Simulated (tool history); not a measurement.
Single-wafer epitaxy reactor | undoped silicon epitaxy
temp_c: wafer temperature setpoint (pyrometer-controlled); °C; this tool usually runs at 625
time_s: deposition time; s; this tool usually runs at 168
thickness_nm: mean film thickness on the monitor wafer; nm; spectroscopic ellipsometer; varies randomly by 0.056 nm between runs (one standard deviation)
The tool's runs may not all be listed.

| run | hour | temp_c | time_s | read-back reference wafer on the same gauge, thickness_nm | thickness_nm |
|---|---|---|---|---|---|
| 1 | 0 | 625 | 168 | 19.19 | 14.516 |
| 2 | 11.5 | 625 | 168 | 19.203 | 14.554 |
| 3 | 27.2 | 625 | 168 | 19.205 | 14.426 |
| 4 | 35 | 625 | 168 | 19.213 | 14.421 |
| 5 | 50 | 625 | 168 | 19.187 | 14.405 |
| 6 | 65.6 | 613 | 168 | 19.191 | 11.187 |
| 7 | 72 | 613 | 168 | 19.206 | 11.227 |
| 8 | 86.2 | 625 | 177 | 19.192 | 15.181 |
| 9 | 97.1 | 625 | 177 | 19.206 | 15.109 |
| 10 | 105.4 | 625 | 177 | 19.216 | 15.063 |
| 11 | 116.7 | 625 | 168 | 19.222 | 14.355 |
| 12 | 128.4 | 631 | 168 | 19.187 | 16.12 |
| 13 | 140.4 | 631 | 168 | 19.186 | 16.097 |
|  | 154.8 | pyrometer calibrated |
| 14 | 155.3 | 614 | 141 | 19.185 | 10.606 |
| 15 | 165.6 | 628 | 168 | 19.207 | 16.873 |
| 16 | 180.6 | 628 | 168 | 19.215 | 16.733 |
| 17 | 193.8 | 628 | 168 | 19.211 | 16.776 |
|  | 207 | gauge calibrated |
| 18 | 207.2 | 625 | 168 | 19.205 | 15.764 |
| 19 | 219.5 | 625 | 193 | 19.215 | 18.209 |
| 20 | 232.9 | 625 | 168 | 19.199 | 15.709 |
| 21 | 245.9 | 625 | 182 | 19.18 | 17.066 |
| 22 | 260.4 | 615 | 147 | 19.2 | 11.236 |
| 23 | 267.9 | 625 | 168 | 19.189 | 15.792 |
| 24 | 279.6 | 617 | 168 | 19.197 | 13.428 |
| 25 | 303.3 | 625 | 168 | 19.227 | 15.752 |
| 26 | 310.7 | 638 | 168 | 19.201 | 20.468 |
| 27 | 328 | 611 | 152 | 19.201 | 10.648 |
| 28 | 337.2 | 625 | 168 | 19.189 | 15.663 |
| 29 | 348.1 | 632 | 192 | 19.198 | 20.727 |
| 30 | 355 | 625 | 140 | 19.177 | 13.139 |
| 31 | 363.4 | 632 | 146 | 19.198 | 15.744 |
| 32 | 380.1 | 615 | 199 | 19.206 | 15.284 |
| 33 | 392.7 | 625 | 168 | 19.199 | 15.647 |
| 34 | 402.8 | 612 | 197 | 19.206 | 14.094 |
| 35 | 426.6 | 613 | 135 | 19.187 | 9.924 |
| 36 | 440.9 | 625 | 168 | 19.202 | 15.73 |

3 options for the next run, each taken on its own from the tool as it stands now. Forecast them:
| A | 441.3 | 625 | 168 | ? | ? |
| B | 441.3 | 613 | 157 | ? | ? |
| C | 441.3 | 625 | 183 | ? | ? |

| run | read-back reference wafer on the same gauge, thickness_nm | thickness_nm |
|---|---|---|
| A | 19.214 | 15.568 |
| B | 19.214 | 11.371 |
| C | 19.214 | 16.958 |
Stripped of hidden state, with their random variation kept, the same runs would have yielded:
| run | thickness_nm |
|---|---|
| A | 15.894 |
| B | 11.614 |
| C | 17.313 |

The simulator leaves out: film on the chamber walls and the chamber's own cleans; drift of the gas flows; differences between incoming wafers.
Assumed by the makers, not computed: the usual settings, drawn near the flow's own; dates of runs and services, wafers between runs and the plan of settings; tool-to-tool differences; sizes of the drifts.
